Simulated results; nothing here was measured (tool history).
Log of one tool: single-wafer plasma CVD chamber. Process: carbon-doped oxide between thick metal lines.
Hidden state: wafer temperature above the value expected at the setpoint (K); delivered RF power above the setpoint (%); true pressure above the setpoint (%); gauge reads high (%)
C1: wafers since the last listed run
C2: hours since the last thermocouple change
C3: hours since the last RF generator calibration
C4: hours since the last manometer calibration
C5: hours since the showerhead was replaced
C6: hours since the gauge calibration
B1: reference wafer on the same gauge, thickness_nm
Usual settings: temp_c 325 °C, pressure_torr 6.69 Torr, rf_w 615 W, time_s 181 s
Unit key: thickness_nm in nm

{"run": 1, "hour": 0.0, "temp_c": 329, "pressure_torr": 6.69, "rf_w": 615, "time_s": 181, "C1": 0, "C2": 2578.5, "C3": 2099.8, "C4": 1253.8, "C5": 0.5, "C6": 469.1, "B1": 1149.269, "thickness_nm": 1081.663}
{"run": 2, "hour": 8.8, "temp_c": 333, "pressure_torr": 6.69, "rf_w": 615, "time_s": 181, "C1": 58, "C2": 2587.3, "C3": 2108.6, "C4": 1262.6, "C5": 9.3, "C6": 477.9, "B1": 1149.805, "thickness_nm": 1070.867}
{"run": 3, "hour": 16.0, "temp_c": 336, "pressure_torr": 6.69, "rf_w": 640, "time_s": 181, "C1": 48, "C2": 2594.5, "C3": 2115.8, "C4": 1269.8, "C5": 16.5, "C6": 485.1, "B1": 1149.969, "thickness_nm": 1101.976}
{"run": 4, "hour": 23.7, "temp_c": 336, "pressure_torr": 6.69, "rf_w": 640, "time_s": 181, "C1": 51, "C2": 2602.2, "C3": 2123.5, "C4": 1277.5, "C5": 24.2, "C6": 492.8, "B1": 1150.153, "thickness_nm": 1100.186}
{"run": 5, "hour": 36.7, "temp_c": 325, "pressure_torr": 6.69, "rf_w": 615, "time_s": 181, "C1": 87, "C2": 2615.2, "C3": 2136.5, "C4": 1290.5, "C5": 37.2, "C6": 505.8, "B1": 1150.907, "thickness_nm": 1094.8}
{"run": 6, "hour": 43.9, "temp_c": 336, "pressure_torr": 8.03, "rf_w": 615, "time_s": 181, "C1": 48, "C2": 2622.4, "C3": 2143.7, "C4": 1297.7, "C5": 44.4, "C6": 513.0, "B1": 1150.531, "thickness_nm": 1077.323}
{"run": 7, "hour": 55.2, "temp_c": 325, "pressure_torr": 7.18, "rf_w": 615, "time_s": 181, "C1": 75, "C2": 2633.7, "C3": 2155.0, "C4": 1309.0, "C5": 55.7, "C6": 524.3, "B1": 1150.339, "thickness_nm": 1102.227}
{"run": 8, "hour": 62.5, "temp_c": 317, "pressure_torr": 7.12, "rf_w": 615, "time_s": 181, "C1": 48, "C2": 2641.0, "C3": 2162.3, "C4": 1316.3, "C5": 63.0, "C6": 531.6, "B1": 1150.198, "thickness_nm": 1126.913}
{"run": 9, "hour": 78.5, "temp_c": 325, "pressure_torr": 6.69, "rf_w": 615, "time_s": 181, "C1": 107, "C2": 2657.0, "C3": 2178.3, "C4": 1332.3, "C5": 79.0, "C6": 547.6, "B1": 1150.405, "thickness_nm": 1089.213}
{"hour": 82.5, "done": "gauge calibrated"}
{"run": 10, "hour": 95.9, "temp_c": 325, "pressure_torr": 6.69, "rf_w": 615, "time_s": 181, "C1": 116, "C2": 2674.4, "C3": 2195.7, "C4": 1349.7, "C5": 96.4, "C6": 13.4, "B1": 1150.525, "thickness_nm": 1092.572}
{"run": 11, "hour": 102.2, "temp_c": 325, "pressure_torr": 5.25, "rf_w": 615, "time_s": 181, "C1": 42, "C2": 2680.7, "C3": 2202.0, "C4": 1356.0, "C5": 102.7, "C6": 19.7, "B1": 1150.986, "thickness_nm": 1053.882}
{"run": 12, "hour": 108.2, "temp_c": 333, "pressure_torr": 7.28, "rf_w": 540, "time_s": 202, "C1": 40, "C2": 2686.7, "C3": 2208.0, "C4": 1362.0, "C5": 108.7, "C6": 25.7, "B1": 1150.461, "thickness_nm": 1044.117}
{"run": 13, "hour": 118.5, "temp_c": 325, "pressure_torr": 6.69, "rf_w": 615, "time_s": 181, "C1": 68, "C2": 2697.0, "C3": 2218.3, "C4": 1372.3, "C5": 119.0, "C6": 36.0, "B1": 1149.929, "thickness_nm": 1091.982}
{"run": 14, "hour": 136.1, "temp_c": 325, "pressure_torr": 6.69, "rf_w": 615, "time_s": 148, "C1": 117, "C2": 2714.6, "C3": 2235.9, "C4": 1389.9, "C5": 136.6, "C6": 53.6, "B1": 1150.184, "thickness_nm": 890.064}
{"hour": 147.0, "done": "capacitance manometer re-zeroed and calibrated"}
{"run": 15, "hour": 150.9, "temp_c": 325, "pressure_torr": 5.91, "rf_w": 615, "time_s": 181, "C1": 45, "C2": 2729.4, "C3": 2250.7, "C4": 3.9, "C5": 151.4, "C6": 68.4, "B1": 1150.024, "thickness_nm": 1070.117}
{"run": 16, "hour": 166.0, "temp_c": 316, "pressure_torr": 6.69, "rf_w": 615, "time_s": 193, "C1": 101, "C2": 2744.5, "C3": 2265.8, "C4": 19.0, "C5": 166.5, "C6": 83.5, "B1": 1150.374, "thickness_nm": 1191.394}
{"run": 17, "hour": 180.2, "temp_c": 325, "pressure_torr": 5.38, "rf_w": 700, "time_s": 181, "C1": 95, "C2": 2758.7, "C3": 2280.0, "C4": 33.2, "C5": 180.7, "C6": 97.7, "B1": 1150.057, "thickness_nm": 1188.997}
{"run": 18, "hour": 195.2, "temp_c": 321, "pressure_torr": 8.08, "rf_w": 730, "time_s": 206, "C1": 100, "C2": 2773.7, "C3": 2295.0, "C4": 48.2, "C5": 195.7, "C6": 112.7, "B1": 1150.048, "thickness_nm": 1491.315}
{"hour": 214.8, "done": "RF generator calibrated"}
{"run": 19, "hour": 215.3, "temp_c": 314, "pressure_torr": 6.69, "rf_w": 570, "time_s": 212, "C1": 81, "C2": 2793.8, "C3": 0.5, "C4": 68.3, "C5": 215.8, "C6": 132.8, "B1": 1149.477, "thickness_nm": 1285.291}
{"run": 20, "hour": 218.9, "temp_c": 325, "pressure_torr": 6.69, "rf_w": 615, "time_s": 213, "C1": 24, "C2": 2797.4, "C3": 4.1, "C4": 71.9, "C5": 219.4, "C6": 136.4, "B1": 1150.123, "thickness_nm": 1347.835}
{"hour": 227.1, "done": "thermocouple changed; heater temperature recalibrated"}
{"run": 21, "hour": 256.8, "temp_c": 338, "pressure_torr": 6.69, "rf_w": 675, "time_s": 197, "C1": 200, "C2": 29.7, "C3": 42.0, "C4": 109.8, "C5": 257.3, "C6": 174.3, "B1": 1149.985, "thickness_nm": 1308.235}
{"run": 22, "hour": 274.0, "temp_c": 325, "pressure_torr": 6.69, "rf_w": 615, "time_s": 181, "C1": 115, "C2": 46.9, "C3": 59.2, "C4": 127.0, "C5": 274.5, "C6": 191.5, "B1": 1150.117, "thickness_nm": 1144.308}
{"run": 23, "hour": 314.6, "temp_c": 325, "pressure_torr": 6.69, "rf_w": 615, "time_s": 181, "C1": 271, "C2": 87.5, "C3": 99.8, "C4": 167.6, "C5": 315.1, "C6": 232.1, "B1": 1149.919, "thickness_nm": 1145.094}
{"run": 24, "hour": 327.8, "temp_c": 338, "pressure_torr": 6.69, "rf_w": 675, "time_s": 197, "C1": 88, "C2": 100.7, "C3": 113.0, "C4": 180.8, "C5": 328.3, "C6": 245.3, "B1": 1149.997, "thickness_nm": 1311.833}
{"run": 25, "hour": 341.4, "temp_c": 316, "pressure_torr": 5.13, "rf_w": 615, "time_s": 155, "C1": 91, "C2": 114.3, "C3": 126.6, "C4": 194.4, "C5": 341.9, "C6": 258.9, "B1": 1149.603, "thickness_nm": 967.715}
{"run": 26, "hour": 352.6, "temp_c": 325, "pressure_torr": 7.53, "rf_w": 690, "time_s": 181, "C1": 75, "C2": 125.5, "C3": 137.8, "C4": 205.6, "C5": 353.1, "C6": 270.1, "B1": 1150.447, "thickness_nm": 1287.137}
{"run": 27, "hour": 366.1, "temp_c": 325, "pressure_torr": 6.69, "rf_w": 615, "time_s": 181, "C1": 90, "C2": 139.0, "C3": 151.3, "C4": 219.1, "C5": 366.6, "C6": 283.6, "B1": 1149.707, "thickness_nm": 1144.436}
{"run": 28, "hour": 376.4, "temp_c": 335, "pressure_torr": 5.49, "rf_w": 615, "time_s": 181, "C1": 68, "C2": 149.3, "C3": 161.6, "C4": 229.4, "C5": 376.9, "C6": 293.9, "B1": 1150.4, "thickness_nm": 1078.856}
{"run": 29, "hour": 391.1, "temp_c": 325, "pressure_torr": 6.0, "rf_w": 735, "time_s": 206, "C1": 98, "C2": 164.0, "C3": 176.3, "C4": 244.1, "C5": 391.6, "C6": 308.6, "B1": 1150.487, "thickness_nm": 1511.029}

What if the next run were any one of these 3? Each begins from the tool's condition after run 29:
{"run": "A", "hour": 391.6, "temp_c": 311, "pressure_torr": 6.69, "rf_w": 615, "time_s": 181, "C1": 3, "C2": 164.5, "C3": 176.8, "C4": 244.6, "C5": 392.1, "C6": 309.1, "B1": "?", "thickness_nm": "?"}
{"run": "B", "hour": 391.6, "temp_c": 316, "pressure_torr": 6.69, "rf_w": 700, "time_s": 166, "C1": 3, "C2": 164.5, "C3": 176.8, "C4": 244.6, "C5": 392.1, "C6": 309.1, "B1": "?", "thickness_nm": "?"}
{"run": "C", "hour": 391.6, "temp_c": 312, "pressure_torr": 7.94, "rf_w": 500, "time_s": 150, "C1": 3, "C2": 164.5, "C3": 176.8, "C4": 244.6, "C5": 392.1, "C6": 309.1, "B1": "?", "thickness_nm": "?"}

run=A B1=1149.721 thickness_nm=1196.928
run=B B1=1149.721 thickness_nm=1215.366
run=C B1=1149.721 thickness_nm=797.425
Without the tool's unlogged condition, the same runs would have read:
run=A thickness_nm=1201.617
run=B thickness_nm=1219.992
run=C thickness_nm=801.251

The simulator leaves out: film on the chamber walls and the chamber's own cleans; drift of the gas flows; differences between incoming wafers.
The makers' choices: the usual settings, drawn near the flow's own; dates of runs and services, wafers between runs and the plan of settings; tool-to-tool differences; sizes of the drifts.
